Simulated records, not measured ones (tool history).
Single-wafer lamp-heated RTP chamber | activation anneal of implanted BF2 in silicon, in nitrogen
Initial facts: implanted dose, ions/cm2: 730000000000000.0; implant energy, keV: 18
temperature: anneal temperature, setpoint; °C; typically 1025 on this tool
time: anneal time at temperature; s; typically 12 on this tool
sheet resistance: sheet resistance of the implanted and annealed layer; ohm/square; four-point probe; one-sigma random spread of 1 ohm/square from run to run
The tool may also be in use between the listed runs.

| run | hour | temperature | time | read-back reference wafer on the same gauge, sheet resistance | sheet resistance |
|---|---|---|---|---|---|
| 1 | 0.0 | 1025 | 12 | 241.23 | 210.53 |
| 2 | 16.9 | 1025 | 12 | 240.76 | 209.19 |
| 3 | 25.3 | 1025 | 12 | 241.13 | 210.05 |
| 4 | 41.0 | 1025 | 12 | 240.67 | 211.50 |
| 5 | 54.9 | 1025 | 12 | 240.95 | 208.56 |
| 6 | 66.9 | 1025 | 12 | 240.81 | 211.08 |
| 7 | 73.5 | 1025 | 8 | 240.76 | 219.83 |
| 8 | 85.6 | 1025 | 12 | 241.08 | 209.86 |
| 9 | 94.8 | 1025 | 12 | 241.18 | 209.66 |
|  | 112.7 | reflector plate cleaned |
| 10 | 113.2 | 1025 | 12 | 241.23 | 210.28 |
| 11 | 125.9 | 1011 | 12 | 241.02 | 221.37 |
| 12 | 135.9 | 1025 | 12 | 241.01 | 211.13 |
|  | 157.0 | gauge calibrated |
|  | 159.9 | pyrometer window cleaned and pyrometer calibrated |
| 13 | 160.4 | 1025 | 12 | 240.95 | 210.13 |
| 14 | 166.8 | 1025 | 12 | 241.18 | 209.42 |
| 15 | 184.7 | 1025 | 12 | 240.98 | 210.37 |
| 16 | 193.8 | 1025 | 12 | 241.16 | 210.69 |
| 17 | 202.7 | 1025 | 12 | 241.33 | 211.09 |
| 18 | 209.6 | 1048 | 12 | 240.93 | 192.24 |
| 19 | 224.6 | 1004 | 5 | 240.76 | 248.04 |
| 20 | 234.7 | 1025 | 12 | 240.98 | 212.17 |
| 21 | 247.5 | 1012 | 16 | 241.10 | 215.80 |
| 22 | 262.6 | 1052 | 19 | 240.66 | 185.06 |
|  | 271.6 | reflector plate cleaned |
| 23 | 272.8 | 1025 | 12 | 240.90 | 210.77 |
| 24 | 282.2 | 1025 | 7 | 241.05 | 222.01 |
| 25 | 299.0 | 1004 | 5 | 241.03 | 247.59 |
| 26 | 311.5 | 1012 | 7 | 240.84 | 232.90 |
| 27 | 321.5 | 995 | 19 | 240.79 | 229.13 |
| 28 | 331.8 | 1003 | 12 | 241.15 | 229.65 |
| 29 | 346.7 | 1044 | 12 | 241.17 | 195.94 |
| 30 | 367.4 | 1039 | 6 | 240.81 | 212.30 |
| 31 | 377.1 | 1052 | 14 | 241.22 | 188.85 |
| 32 | 395.0 | 1025 | 12 | 241.03 | 210.04 |
|  | 407.1 | pyrometer window cleaned and pyrometer calibrated |
|  | 409.1 | reflector plate cleaned |
| 33 | 411.1 | 1003 | 15 | 240.83 | 223.21 |
| 34 | 419.5 | 1025 | 5 | 241.19 | 226.79 |
| 35 | 433.6 | 1025 | 12 | 241.02 | 210.43 |
| 36 | 445.4 | 1025 | 12 | 240.91 | 209.79 |

Here are 3 independent what-if runs from the current tool condition. What would each one return?
| A | 445.8 | 1025 | 16 | ? | ? |
| B | 445.8 | 1054 | 16 | ? | ? |
| C | 445.8 | 1043 | 12 | ? | ? |

| run | read-back reference wafer on the same gauge, sheet resistance | sheet resistance |
|---|---|---|
| A | 240.93 | 205.04 |
| B | 240.93 | 186.05 |
| C | 240.93 | 196.88 |
Without the tool's hidden state the same runs would have given:
| run | sheet resistance |
|---|---|
| A | 205.04 |
| B | 186.05 |
| C | 196.88 |
